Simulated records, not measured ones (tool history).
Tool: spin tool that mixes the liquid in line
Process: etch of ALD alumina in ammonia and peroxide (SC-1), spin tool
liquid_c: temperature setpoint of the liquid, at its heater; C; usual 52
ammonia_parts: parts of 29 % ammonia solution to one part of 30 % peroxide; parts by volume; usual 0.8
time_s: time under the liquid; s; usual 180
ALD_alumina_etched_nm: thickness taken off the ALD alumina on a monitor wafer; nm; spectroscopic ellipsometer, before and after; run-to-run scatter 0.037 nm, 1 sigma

| run | hour | liquid_c | ammonia_parts | time_s | read-back film thickness of the ALD alumina reference wafer, read on the same gauge (nm) | ALD_alumina_etched_nm |
|---|---|---|---|---|---|---|
| 1 | 0 | 52 | 0.8 | 180 | 140 | 10.89 |
| 2 | 50.7 | 52 | 0.8 | 180 | 139.98 | 10.85 |
| 3 | 109.7 | 52 | 0.8 | 150 | 139.99 | 9.06 |
| 4 | 154.8 | 52 | 1.2 | 180 | 140 | 11.28 |
| 5 | 202.4 | 52 | 0.95 | 285 | 139.99 | 17.57 |
|  | 230.9 | ammonia flow meter replaced |
| 6 | 234.2 | 45.5 | 1.05 | 180 | 139.99 | 7.76 |
|  | 270.8 | thermometer replaced |
| 7 | 282.3 | 52 | 0.8 | 140 | 139.98 | 8.15 |
| 8 | 317.1 | 52 | 0.55 | 180 | 140.01 | 10.11 |
|  | 321.5 | new drum of ammonia solution connected |
| 9 | 357.6 | 52 | 0.8 | 180 | 140.01 | 10.65 |
| 10 | 389.6 | 60.5 | 0.5 | 130 | 139.98 | 11.59 |
| 11 | 424.7 | 62 | 0.55 | 95 | 140 | 9.15 |
| 12 | 492.9 | 52 | 0.8 | 180 | 140 | 10.66 |
| 13 | 553.8 | 52 | 0.65 | 180 | 140.02 | 10.44 |
| 14 | 615 | 49 | 0.8 | 180 | 139.98 | 9.04 |
| 15 | 646.6 | 59.5 | 0.8 | 180 | 140 | 15.88 |
|  | 674 | heated supply line repaired |
| 16 | 701.7 | 52 | 0.8 | 180 | 140 | 10.63 |
| 17 | 762.5 | 58.5 | 1.1 | 215 | 139.99 | 18.56 |
| 18 | 796.5 | 56.5 | 0.8 | 115 | 140 | 8.67 |
|  | 801.2 | gauge calibrated |
| 19 | 834.4 | 52 | 0.8 | 180 | 139.98 | 10.71 |
| 20 | 875.8 | 45 | 0.8 | 255 | 140.01 | 10.3 |
| 21 | 914.8 | 56.5 | 1.15 | 240 | 140.01 | 18.68 |
| 22 | 941.8 | 52 | 1.1 | 135 | 140 | 8.21 |
| 23 | 988.8 | 52 | 0.8 | 180 | 140 | 10.68 |
| 24 | 1037.3 | 56 | 1 | 180 | 140.01 | 13.52 |
| 25 | 1084.9 | 48 | 0.55 | 145 | 140 | 6.7 |

Forecast each of these 4 alternatives for the next run:
| A | 1085.4 | 52 | 0.8 | 255 | ? | ? |
| B | 1085.4 | 52 | 0.55 | 260 | ? | ? |
| C | 1085.4 | 57 | 0.45 | 290 | ? | ? |
| D | 1085.4 | 52 | 1.1 | 180 | ? | ? |

| run | read-back film thickness of the ALD alumina reference wafer, read on the same gauge (nm) | ALD_alumina_etched_nm |
|---|---|---|
| A | 139.96 | 15.08 |
| B | 139.96 | 14.84 |
| C | 139.96 | 21.19 |
| D | 139.96 | 10.97 |
Without the tool's unlogged condition, the same runs would have read:
| run | ALD_alumina_etched_nm |
|---|---|
| A | 15.01 |
| B | 14.76 |
| C | 21.09 |
| D | 10.92 |

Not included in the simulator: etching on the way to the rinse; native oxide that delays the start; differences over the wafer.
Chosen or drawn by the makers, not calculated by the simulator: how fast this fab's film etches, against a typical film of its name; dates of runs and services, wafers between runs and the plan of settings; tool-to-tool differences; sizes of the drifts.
